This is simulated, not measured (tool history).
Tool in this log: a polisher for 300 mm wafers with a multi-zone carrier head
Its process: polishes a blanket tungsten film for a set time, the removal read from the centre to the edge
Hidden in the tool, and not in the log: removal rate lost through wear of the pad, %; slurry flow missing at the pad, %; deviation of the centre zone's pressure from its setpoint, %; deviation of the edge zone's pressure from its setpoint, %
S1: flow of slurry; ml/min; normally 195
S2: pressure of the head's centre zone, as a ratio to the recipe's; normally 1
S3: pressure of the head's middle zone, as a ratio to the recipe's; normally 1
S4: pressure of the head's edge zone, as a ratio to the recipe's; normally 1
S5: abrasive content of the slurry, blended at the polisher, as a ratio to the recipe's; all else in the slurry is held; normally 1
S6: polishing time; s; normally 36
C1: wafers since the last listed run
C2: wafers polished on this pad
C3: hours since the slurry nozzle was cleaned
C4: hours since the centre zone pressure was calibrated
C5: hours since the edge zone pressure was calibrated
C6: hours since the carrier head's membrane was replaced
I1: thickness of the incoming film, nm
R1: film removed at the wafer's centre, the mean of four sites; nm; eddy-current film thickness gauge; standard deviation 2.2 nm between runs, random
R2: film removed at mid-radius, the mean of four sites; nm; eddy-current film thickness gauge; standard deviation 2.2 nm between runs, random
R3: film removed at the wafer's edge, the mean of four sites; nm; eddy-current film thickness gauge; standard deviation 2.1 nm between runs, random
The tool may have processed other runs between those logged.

run	hour	S1	S2	S3	S4	S5	S6	C1	C2	C3	C4	C5	C6	I1	R1	R2	R3
1	0	130	1	1	1	1.1	36	0	203	861.7	1113.5	1441.6	1777.1	748.1	140.5	145.3	154.4
# hour 9.6: centre zone pressure recalibrated
2	13.9	195	1	1	0.94	1	36	128	332	875.6	4.3	1455.5	1791	749.3	148.1	152.2	150.3
# hour 24: slurry nozzle cleaned
# hour 26.7: edge zone pressure recalibrated
3	30.7	195	1	1.1	1	1	43	149	481	6.7	21.1	4	1807.8	742.9	191.8	201.2	193.1
# hour 45.5: carrier head's membrane replaced by a new one
4	46	195	1	0.88	1	1	36	111	592	22	36.4	19.3	0.5	748.7	165.7	146.3	163.7
5	50.3	195	1	1.05	0.96	1	36	46	639	26.3	40.7	23.6	4.8	753.5	163.8	162.1	160.5
6	65.1	195	1	1	1	1	36	160	799	41.1	55.5	38.4	19.6	751	156.3	158	162.4
7	77.3	145	1	0.97	1	1	42	131	931	53.3	67.7	50.6	31.8	750.8	178.6	172.7	186.3
8	88.4	195	0.92	1	0.9	0.9	36	120	1051	64.4	78.8	61.7	42.9	760	149.2	156	148.8
9	98.5	245	1	0.92	1	1	36	109	1160	74.5	88.9	71.8	53	751.9	164.3	152.6	167.5
# hour 106.6: worn pad replaced by a new one
10	108.5	195	1	1	1	1.05	36	64	20	84.5	98.9	81.8	63	748.8	162.8	156.5	164.4
11	121.2	195	1	1	1.06	1	36	137	158	97.2	111.6	94.5	75.7	746.7	158	158.8	166
12	133.6	195	1	1	1	1	36	134	292	109.6	124	106.9	88.1	747	159	158.6	166.5
13	139.8	155	1	0.88	1	0.9	41	67	359	115.8	130.2	113.1	94.3	754.8	176.1	157.3	174.9
14	146.7	195	1	1.11	1	1	46	74	434	122.7	137.1	120	101.2	758	203.5	219.1	205.7
15	156.1	150	0.9	1	1	1.25	36	101	535	132.1	146.5	129.4	110.6	758.6	148.4	159.1	166.1
16	166.2	195	1.03	0.95	1	1	36	109	644	142.2	156.6	139.5	120.7	760.9	163.5	154	157.7
17	182.7	195	1	1	1	1	36	178	823	158.7	173.1	156	137.2	753.9	156.8	154.8	163.9
18	193	195	1	1	1	1	36	111	934	169	183.4	166.3	147.5	751.1	161.5	160.2	162.7
19	199.9	245	1	0.92	1	1	36	74	1009	175.9	190.3	173.2	154.4	760.3	165.1	147.2	166.9
20	208.9	250	1	1	1	1	36	97	1106	184.9	199.3	182.2	163.4	747.6	163.8	163.2	166.6
# hour 215: worn pad replaced by a new one
21	216.5	195	1	1	1.08	0.8	30	38	16	192.5	206.9	189.8	171	736.4	130.4	124.8	135.7
22	227.8	145	1	0.97	1	1	42	122	138	203.8	218.2	201.1	182.3	756.8	177.2	173.6	185.5

Predict each of these 4 candidate next runs independently; none follows another, all start after run 22:
A	228.2	195	1	1	1	0.8	36	4	143	204.2	218.6	201.5	182.7	754.4	?	?	?
B	228.2	195	1	1	1	0.85	36	4	143	204.2	218.6	201.5	182.7	754.4	?	?	?
C	228.2	235	1	0.96	1	1	47	4	143	204.2	218.6	201.5	182.7	754.4	?	?	?
D	228.2	150	1	1.06	1	1.25	44	4	143	204.2	218.6	201.5	182.7	754.4	?	?	?

run	R1	R2	R3
A	157.4	154.5	158.1
B	159.1	156.1	159.8
C	218.3	207.8	217.8
D	201.7	206.9	204.7
Take away the tool's hidden state, keep each run's random variation, and the runs would have read:
run	R1	R2	R3
A	158.6	155.5	158.9
B	160.2	157.1	160.5
C	219.7	209	218.7
D	203.4	208.5	205.9
